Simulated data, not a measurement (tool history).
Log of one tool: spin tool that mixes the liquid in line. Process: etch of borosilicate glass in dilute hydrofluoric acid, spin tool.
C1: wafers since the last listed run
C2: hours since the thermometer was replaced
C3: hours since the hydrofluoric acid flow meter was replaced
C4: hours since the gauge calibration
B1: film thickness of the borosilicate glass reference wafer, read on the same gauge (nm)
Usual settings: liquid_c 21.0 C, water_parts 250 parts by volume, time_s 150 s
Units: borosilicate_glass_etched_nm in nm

run 1 hour=0.0 | liquid_c=21.0 water_parts=250 time_s=150 | C1=0 C2=1192.4 C3=465.0 C4=1131.6 | B1=99.99 | borosilicate_glass_etched_nm=15.00
-- hour=72.2 gauge calibrated
run 2 hour=277.3 | liquid_c=25.0 water_parts=250 time_s=150 | C1=2711 C2=1469.7 C3=742.3 C4=205.1 | B1=100.03 | borosilicate_glass_etched_nm=17.34
run 3 hour=362.5 | liquid_c=21.0 water_parts=180 time_s=150 | C1=833 C2=1554.9 C3=827.5 C4=290.3 | B1=99.97 | borosilicate_glass_etched_nm=22.14
run 4 hour=423.0 | liquid_c=21.0 water_parts=250 time_s=150 | C1=591 C2=1615.4 C3=888.0 C4=350.8 | B1=100.00 | borosilicate_glass_etched_nm=14.80
run 5 hour=473.1 | liquid_c=21.0 water_parts=250 time_s=150 | C1=489 C2=1665.5 C3=938.1 C4=400.9 | B1=100.03 | borosilicate_glass_etched_nm=14.71
run 6 hour=517.9 | liquid_c=21.0 water_parts=250 time_s=200 | C1=438 C2=1710.3 C3=982.9 C4=445.7 | B1=100.03 | borosilicate_glass_etched_nm=19.57
-- hour=571.1 thermometer replaced
run 7 hour=829.1 | liquid_c=21.0 water_parts=250 time_s=200 | C1=3033 C2=258.0 C3=1294.1 C4=756.9 | B1=99.99 | borosilicate_glass_etched_nm=18.37
-- hour=888.7 thermometer replaced, repeated, since the last time left the tool worse
run 8 hour=893.2 | liquid_c=24.5 water_parts=250 time_s=150 | C1=617 C2=4.5 C3=1358.2 C4=821.0 | B1=99.98 | borosilicate_glass_etched_nm=17.67
run 9 hour=1009.5 | liquid_c=24.5 water_parts=250 time_s=150 | C1=1137 C2=120.8 C3=1474.5 C4=937.3 | B1=99.99 | borosilicate_glass_etched_nm=17.37
run 10 hour=1059.3 | liquid_c=21.0 water_parts=175 time_s=150 | C1=487 C2=170.6 C3=1524.3 C4=987.1 | B1=99.98 | borosilicate_glass_etched_nm=23.53
run 11 hour=1130.0 | liquid_c=18.0 water_parts=355 time_s=65 | C1=691 C2=241.3 C3=1595.0 C4=1057.8 | B1=99.99 | borosilicate_glass_etched_nm=3.81
-- hour=1135.5 hydrofluoric acid flow meter replaced
run 12 hour=1189.3 | liquid_c=17.0 water_parts=135 time_s=220 | C1=570 C2=300.6 C3=53.8 C4=1117.1 | B1=100.00 | borosilicate_glass_etched_nm=39.70
run 13 hour=1245.4 | liquid_c=23.5 water_parts=320 time_s=150 | C1=548 C2=356.7 C3=109.9 C4=1173.2 | B1=100.00 | borosilicate_glass_etched_nm=12.27
run 14 hour=1343.8 | liquid_c=18.0 water_parts=250 time_s=210 | C1=962 C2=455.1 C3=208.3 C4=1271.6 | B1=99.96 | borosilicate_glass_etched_nm=19.04
-- hour=1377.4 gauge calibrated
run 15 hour=1415.1 | liquid_c=23.0 water_parts=310 time_s=235 | C1=697 C2=526.4 C3=279.6 C4=37.7 | B1=100.01 | borosilicate_glass_etched_nm=19.43
run 16 hour=1635.8 | liquid_c=19.5 water_parts=290 time_s=120 | C1=2158 C2=747.1 C3=500.3 C4=258.4 | B1=99.96 | borosilicate_glass_etched_nm=9.34

The next listed run, before its measurement:
run 17 hour=1696.1 | liquid_c=21.0 water_parts=180 time_s=150 | C1=589 C2=807.4 C3=560.6 C4=318.7 | B1=? | borosilicate_glass_etched_nm=?

Run 17 gave B1 99.99, borosilicate_glass_etched_nm 22.46 nm.
Without the tool's hidden state the same run would have given borosilicate_glass_etched_nm 23.54 nm.
